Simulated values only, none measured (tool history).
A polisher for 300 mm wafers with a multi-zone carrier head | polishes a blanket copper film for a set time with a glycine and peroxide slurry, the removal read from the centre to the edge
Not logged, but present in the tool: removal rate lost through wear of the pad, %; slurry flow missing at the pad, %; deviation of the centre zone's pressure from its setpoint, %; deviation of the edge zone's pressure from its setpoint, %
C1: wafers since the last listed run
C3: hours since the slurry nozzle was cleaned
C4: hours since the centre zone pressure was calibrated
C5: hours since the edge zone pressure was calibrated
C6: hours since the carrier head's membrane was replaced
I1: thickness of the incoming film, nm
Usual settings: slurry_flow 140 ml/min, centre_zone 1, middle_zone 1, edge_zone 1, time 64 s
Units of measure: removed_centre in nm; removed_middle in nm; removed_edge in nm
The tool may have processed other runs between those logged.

{"run": 1, "hour": 0.0, "slurry_flow": 140, "centre_zone": 1, "middle_zone": 1, "edge_zone": 1, "time": 64, "C1": 0, "wafers polished on this pad": 1948, "C3": 60.3, "C4": 560.8, "C5": 93.6, "C6": 603.2, "I1": 1561.1, "removed_centre": 300.1, "removed_middle": 299.9, "removed_edge": 295.9}
{"run": 2, "hour": 83.1, "slurry_flow": 140, "centre_zone": 1, "middle_zone": 1, "edge_zone": 1, "time": 64, "C1": 986, "wafers polished on this pad": 2935, "C3": 143.4, "C4": 643.9, "C5": 176.7, "C6": 686.3, "I1": 1599.2, "removed_centre": 295.3, "removed_middle": 292.3, "removed_edge": 297.2}
{"run": 3, "hour": 145.2, "slurry_flow": 140, "centre_zone": 1, "middle_zone": 1, "edge_zone": 1, "time": 64, "C1": 737, "wafers polished on this pad": 3672, "C3": 205.5, "C4": 706, "C5": 238.8, "C6": 748.4, "I1": 1569.8, "removed_centre": 297.3, "removed_middle": 297.3, "removed_edge": 291.4}
{"run": 4, "hour": 214.5, "slurry_flow": 140, "centre_zone": 1, "middle_zone": 1, "edge_zone": 1, "time": 64, "C1": 822, "wafers polished on this pad": 4495, "C3": 274.8, "C4": 775.3, "C5": 308.1, "C6": 817.7, "I1": 1568, "removed_centre": 305.4, "removed_middle": 299.4, "removed_edge": 300.2}
{"run": 5, "hour": 318.7, "slurry_flow": 185, "centre_zone": 0.94, "middle_zone": 0.95, "edge_zone": 1.03, "time": 64, "C1": 1237, "wafers polished on this pad": 5732, "C3": 379, "C4": 879.5, "C5": 412.3, "C6": 921.9, "I1": 1619.2, "removed_centre": 301.1, "removed_middle": 301.7, "removed_edge": 319.6}
{"run": 6, "hour": 369.8, "slurry_flow": 140, "centre_zone": 1, "middle_zone": 1, "edge_zone": 1, "time": 64, "C1": 606, "wafers polished on this pad": 6338, "C3": 430.1, "C4": 930.6, "C5": 463.4, "C6": 973, "I1": 1574.5, "removed_centre": 300.5, "removed_middle": 299.7, "removed_edge": 297.4}
{"run": 7, "hour": 444.6, "slurry_flow": 140, "centre_zone": 1, "middle_zone": 1.05, "edge_zone": 0.88, "time": 64, "C1": 887, "wafers polished on this pad": 7226, "C3": 504.9, "C4": 1005.4, "C5": 538.2, "C6": 1047.8, "I1": 1557.1, "removed_centre": 297.9, "removed_middle": 310.8, "removed_edge": 270.7}
{"hour": 514.6, "done": "worn pad replaced by a new one"}
{"hour": 536.1, "done": "carrier head's membrane replaced by a new one"}
{"run": 8, "hour": 567.8, "slurry_flow": 100, "centre_zone": 1.11, "middle_zone": 1, "edge_zone": 1, "time": 64, "C1": 1355, "wafers polished on this pad": 572, "C3": 628.1, "C4": 1128.6, "C5": 661.4, "C6": 31.7, "I1": 1577.4, "removed_centre": 300.5, "removed_middle": 269.1, "removed_edge": 276.4}
{"hour": 593.5, "done": "slurry nozzle cleaned"}
{"hour": 769.5, "done": "centre zone pressure recalibrated"}
{"run": 9, "hour": 798.5, "slurry_flow": 110, "centre_zone": 1, "middle_zone": 1.09, "edge_zone": 1.07, "time": 82, "C1": 2703, "wafers polished on this pad": 3275, "C3": 205, "C4": 29, "C5": 892.1, "C6": 262.4, "I1": 1599.9, "removed_centre": 363.4, "removed_middle": 386, "removed_edge": 373.9}
{"run": 10, "hour": 864.6, "slurry_flow": 140, "centre_zone": 1, "middle_zone": 1, "edge_zone": 1, "time": 64, "C1": 784, "wafers polished on this pad": 4060, "C3": 271.1, "C4": 95.1, "C5": 958.2, "C6": 328.5, "I1": 1583.4, "removed_centre": 298.1, "removed_middle": 296.9, "removed_edge": 291.8}
{"run": 11, "hour": 961.9, "slurry_flow": 140, "centre_zone": 1, "middle_zone": 0.89, "edge_zone": 0.96, "time": 64, "C1": 1155, "wafers polished on this pad": 5215, "C3": 368.4, "C4": 192.4, "C5": 1055.5, "C6": 425.8, "I1": 1595.8, "removed_centre": 296.5, "removed_middle": 269.9, "removed_edge": 287.1}
{"run": 12, "hour": 1027.1, "slurry_flow": 140, "centre_zone": 1.08, "middle_zone": 1, "edge_zone": 1, "time": 47, "C1": 774, "wafers polished on this pad": 5989, "C3": 433.6, "C4": 257.6, "C5": 1120.7, "C6": 491, "I1": 1613, "removed_centre": 238.5, "removed_middle": 217.6, "removed_edge": 213.9}
{"hour": 1031.8, "done": "edge zone pressure recalibrated"}
{"run": 13, "hour": 1084.7, "slurry_flow": 140, "centre_zone": 1, "middle_zone": 1, "edge_zone": 1.12, "time": 64, "C1": 660, "wafers polished on this pad": 6649, "C3": 491.2, "C4": 315.2, "C5": 52.9, "C6": 548.6, "I1": 1583.3, "removed_centre": 290.3, "removed_middle": 297.2, "removed_edge": 299.9}
{"hour": 1145.1, "done": "slurry nozzle cleaned"}
{"run": 14, "hour": 1184.3, "slurry_flow": 140, "centre_zone": 1.04, "middle_zone": 1, "edge_zone": 1, "time": 51, "C1": 1170, "wafers polished on this pad": 7820, "C3": 39.2, "C4": 414.8, "C5": 152.5, "C6": 648.2, "I1": 1606.4, "removed_centre": 251.6, "removed_middle": 234.5, "removed_edge": 231.6}
{"hour": 1253.4, "done": "worn pad replaced by a new one"}
{"run": 15, "hour": 1287.1, "slurry_flow": 175, "centre_zone": 1.1, "middle_zone": 1, "edge_zone": 1, "time": 64, "C1": 1172, "wafers polished on this pad": 399, "C3": 142, "C4": 517.6, "C5": 255.3, "C6": 751, "I1": 1591.2, "removed_centre": 349, "removed_middle": 315.7, "removed_edge": 295.5}
{"run": 16, "hour": 1557.4, "slurry_flow": 175, "centre_zone": 1, "middle_zone": 1, "edge_zone": 1, "time": 55, "C1": 3208, "wafers polished on this pad": 3608, "C3": 412.3, "C4": 787.9, "C5": 525.6, "C6": 1021.3, "I1": 1616.4, "removed_centre": 269.1, "removed_middle": 267.6, "removed_edge": 264.1}
{"run": 17, "hour": 1633.6, "slurry_flow": 140, "centre_zone": 1, "middle_zone": 1, "edge_zone": 1, "time": 64, "C1": 904, "wafers polished on this pad": 4513, "C3": 488.5, "C4": 864.1, "C5": 601.8, "C6": 1097.5, "I1": 1589.7, "removed_centre": 302.2, "removed_middle": 300.2, "removed_edge": 295.2}
{"run": 18, "hour": 1688.9, "slurry_flow": 140, "centre_zone": 1.11, "middle_zone": 1.08, "edge_zone": 1, "time": 53, "C1": 656, "wafers polished on this pad": 5169, "C3": 543.8, "C4": 919.4, "C5": 657.1, "C6": 1152.8, "I1": 1597.7, "removed_centre": 276.2, "removed_middle": 258, "removed_edge": 238.5}
{"hour": 1695.8, "done": "slurry nozzle cleaned"}
{"run": 19, "hour": 1765.8, "slurry_flow": 140, "centre_zone": 1, "middle_zone": 1, "edge_zone": 1, "time": 64, "C1": 901, "wafers polished on this pad": 6070, "C3": 70, "C4": 996.3, "C5": 734, "C6": 1229.7, "I1": 1602.8, "removed_centre": 292, "removed_middle": 298.1, "removed_edge": 295.7}
{"run": 20, "hour": 1815.0, "slurry_flow": 140, "centre_zone": 1, "middle_zone": 1, "edge_zone": 1, "time": 64, "C1": 584, "wafers polished on this pad": 6654, "C3": 119.2, "C4": 1045.5, "C5": 783.2, "C6": 1278.9, "I1": 1599.5, "removed_centre": 298.4, "removed_middle": 299.2, "removed_edge": 293.6}
{"hour": 1857.4, "done": "carrier head's membrane replaced by a new one"}
{"hour": 1890.9, "done": "worn pad replaced by a new one"}
{"run": 21, "hour": 1905.9, "slurry_flow": 140, "centre_zone": 1, "middle_zone": 1, "edge_zone": 1.12, "time": 64, "C1": 972, "wafers polished on this pad": 178, "C3": 210.1, "C4": 1136.4, "C5": 874.1, "C6": 48.5, "I1": 1594, "removed_centre": 295.9, "removed_middle": 295.8, "removed_edge": 306.6}
{"run": 22, "hour": 1993.2, "slurry_flow": 140, "centre_zone": 0.93, "middle_zone": 1, "edge_zone": 0.95, "time": 64, "C1": 1036, "wafers polished on this pad": 1214, "C3": 297.4, "C4": 1223.7, "C5": 961.4, "C6": 135.8, "I1": 1588.1, "removed_centre": 279.7, "removed_middle": 296.7, "removed_edge": 284.5}
{"run": 23, "hour": 2060.3, "slurry_flow": 140, "centre_zone": 1, "middle_zone": 1, "edge_zone": 1, "time": 64, "C1": 796, "wafers polished on this pad": 2011, "C3": 364.5, "C4": 1290.8, "C5": 1028.5, "C6": 202.9, "I1": 1585.1, "removed_centre": 298.5, "removed_middle": 301.7, "removed_edge": 294.2}

Describe how what the log doesn't record of the tool's condition differs between the last listed run preceding each entry between runs and the first listed run following it.
Logged between run 7 and run 8: worn pad replaced by a new one (hour 514.6); carrier head's membrane replaced by a new one (hour 536.1)
  no difference in the tool's unlogged condition between these two runs
Logged between run 8 and run 9: slurry nozzle cleaned (hour 593.5); centre zone pressure recalibrated (hour 769.5)
  no difference in the tool's unlogged condition between these two runs
Logged between run 12 and run 13: edge zone pressure recalibrated (hour 1031.8)
  no difference in the tool's unlogged condition between these two runs
Logged between run 13 and run 14: slurry nozzle cleaned (hour 1145.1)
  no difference in the tool's unlogged condition between these two runs
Logged between run 14 and run 15: worn pad replaced by a new one (hour 1253.4)
  no difference in the tool's unlogged condition between these two runs
Logged between run 18 and run 19: slurry nozzle cleaned (hour 1695.8)
  no difference in the tool's unlogged condition between these two runs
Logged between run 20 and run 21: carrier head's membrane replaced by a new one (hour 1857.4); worn pad replaced by a new one (hour 1890.9)
  no difference in the tool's unlogged condition between these two runs
